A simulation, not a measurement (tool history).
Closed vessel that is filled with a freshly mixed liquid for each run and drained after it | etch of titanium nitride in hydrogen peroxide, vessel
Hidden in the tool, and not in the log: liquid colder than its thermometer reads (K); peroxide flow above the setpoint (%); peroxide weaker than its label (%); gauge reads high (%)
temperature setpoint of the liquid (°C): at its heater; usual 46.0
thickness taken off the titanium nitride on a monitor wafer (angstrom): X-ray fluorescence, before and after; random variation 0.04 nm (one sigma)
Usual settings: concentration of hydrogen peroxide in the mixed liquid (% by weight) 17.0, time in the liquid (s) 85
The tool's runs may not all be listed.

run,hour,temperature setpoint of the liquid (°C),concentration of hydrogen peroxide in the mixed liquid (% by weight),time in the liquid (s),wafers since the last listed run,hours since the thermometer was replaced,hours since the peroxide flow meter was replaced,hours since the drum of peroxide was connected,hours since the gauge calibration,"read-back film thickness of the titanium nitride reference wafer, read on the same gauge (nm)",thickness taken off the titanium nitride on a monitor wafer (angstrom)
1,0.0,46.0,17.0,85,0,1489.5,475.5,87.0,1001.4,89.99,48.9
# hour 109.0: gauge calibrated
2,198.1,46.0,17.0,85,14062,1687.6,673.6,285.1,89.1,89.96,49.2
# hour 204.4: peroxide flow meter replaced
3,226.1,49.0,17.0,70,1916,1715.6,21.7,313.1,117.1,90.02,50.6
4,252.9,46.0,17.0,105,1902,1742.4,48.5,339.9,143.9,89.96,60.2
5,311.5,51.0,17.0,85,4159,1801.0,107.1,398.5,202.5,89.97,70.1
6,374.2,51.0,17.0,85,4451,1863.7,169.8,461.2,265.2,89.97,70.0
7,586.4,51.0,17.0,85,15063,2075.9,382.0,673.4,477.4,90.00,70.8
8,637.1,46.0,17.0,85,3599,2126.6,432.7,724.1,528.1,90.02,48.7
# hour 658.1: thermometer replaced
9,683.2,46.0,17.0,85,3201,25.1,478.8,770.2,574.2,90.00,51.3
10,734.8,46.0,17.0,115,3663,76.7,530.4,821.8,625.8,90.04,68.8
# hour 755.6: new drum of peroxide connected
11,804.6,50.0,17.0,85,4884,146.5,600.2,49.0,695.6,90.02,69.2
12,883.6,50.0,17.0,85,5608,225.5,679.2,128.0,774.6,90.00,69.2
13,952.2,50.0,17.0,85,4869,294.1,747.8,196.6,843.2,90.02,69.5
14,1001.7,52.0,21.0,85,3513,343.6,797.3,246.1,892.7,90.02,81.9
# hour 1047.5: peroxide flow meter replaced
15,1054.2,41.0,22.0,120,3655,396.1,6.7,298.6,945.2,89.99,52.7
16,1123.6,46.0,12.5,125,4926,465.5,76.1,368.0,1014.6,90.02,69.6
17,1153.9,37.0,17.0,85,2150,495.8,106.4,398.3,1044.9,89.99,25.7
18,1198.4,40.0,13.0,85,3159,540.3,150.9,442.8,1089.4,89.98,31.0
19,1244.3,46.0,13.5,120,3258,586.2,196.8,488.7,1135.3,90.03,68.4
# hour 1262.3: gauge calibrated
20,1348.6,46.0,17.0,100,7404,690.5,301.1,593.0,86.3,89.96,60.3
21,1377.2,42.5,20.0,115,2030,719.1,329.7,621.6,114.9,89.98,54.4
22,1435.0,46.0,17.0,85,4103,776.9,387.5,679.4,172.7,89.98,51.1
# hour 1451.1: new drum of peroxide connected
23,1485.4,46.0,17.0,85,3506,827.3,437.9,34.3,223.1,90.06,50.4
24,1509.9,51.0,17.0,85,1739,851.8,462.4,58.8,247.6,90.00,72.2
25,1558.1,46.0,17.0,85,3421,900.0,510.6,107.0,295.8,89.95,50.8
26,1592.9,56.0,12.5,85,2470,934.8,545.4,141.8,330.6,89.99,95.4
27,1628.0,46.0,20.5,85,2491,969.9,580.5,176.9,365.7,90.01,52.2
28,1668.5,39.5,17.0,85,2875,1010.4,621.0,217.4,406.2,90.05,30.4
29,1694.1,46.0,17.0,85,1817,1036.0,646.6,243.0,431.8,89.99,49.8

How the hidden state differs across the entries between the runs, from the last listed run before each to the first after it:
Between runs 1 and 2: gauge calibrated (hour 109.0)
  liquid colder than its thermometer reads (K): 0.647 -> 0.714
  measured less the result without the state, thickness taken off the titanium nitride on a monitor wafer (angstrom): -2.4 -> -2.7
Between runs 2 and 3: peroxide flow meter replaced (hour 204.4)
  liquid colder than its thermometer reads (K): 0.714 -> 0.723
  measured less the result without the state, thickness taken off the titanium nitride on a monitor wafer (angstrom): -2.7 -> -2.7
Between runs 8 and 9: thermometer replaced (hour 658.1)
  liquid colder than its thermometer reads (K): 0.862 -> 0.0353
  measured less the result without the state, thickness taken off the titanium nitride on a monitor wafer (angstrom): -3.2 -> -0.1
Between runs 10 and 11: new drum of peroxide connected (hour 755.6)
  liquid colder than its thermometer reads (K): 0.0527 -> 0.0762
  measured less the result without the state, thickness taken off the titanium nitride on a monitor wafer (angstrom): -0.3 -> -0.4
Between runs 14 and 15: peroxide flow meter replaced (hour 1047.5)
  liquid colder than its thermometer reads (K): 0.143 -> 0.16
  measured less the result without the state, thickness taken off the titanium nitride on a monitor wafer (angstrom): -0.9 -> -0.6
Between runs 19 and 20: gauge calibrated (hour 1262.3)
  liquid colder than its thermometer reads (K): 0.225 -> 0.26
  measured less the result without the state, thickness taken off the titanium nitride on a monitor wafer (angstrom): -1.1 -> -1.2
Between runs 22 and 23: new drum of peroxide connected (hour 1451.1)
  liquid colder than its thermometer reads (K): 0.289 -> 0.306
  measured less the result without the state, thickness taken off the titanium nitride on a monitor wafer (angstrom): -1.1 -> -1.2

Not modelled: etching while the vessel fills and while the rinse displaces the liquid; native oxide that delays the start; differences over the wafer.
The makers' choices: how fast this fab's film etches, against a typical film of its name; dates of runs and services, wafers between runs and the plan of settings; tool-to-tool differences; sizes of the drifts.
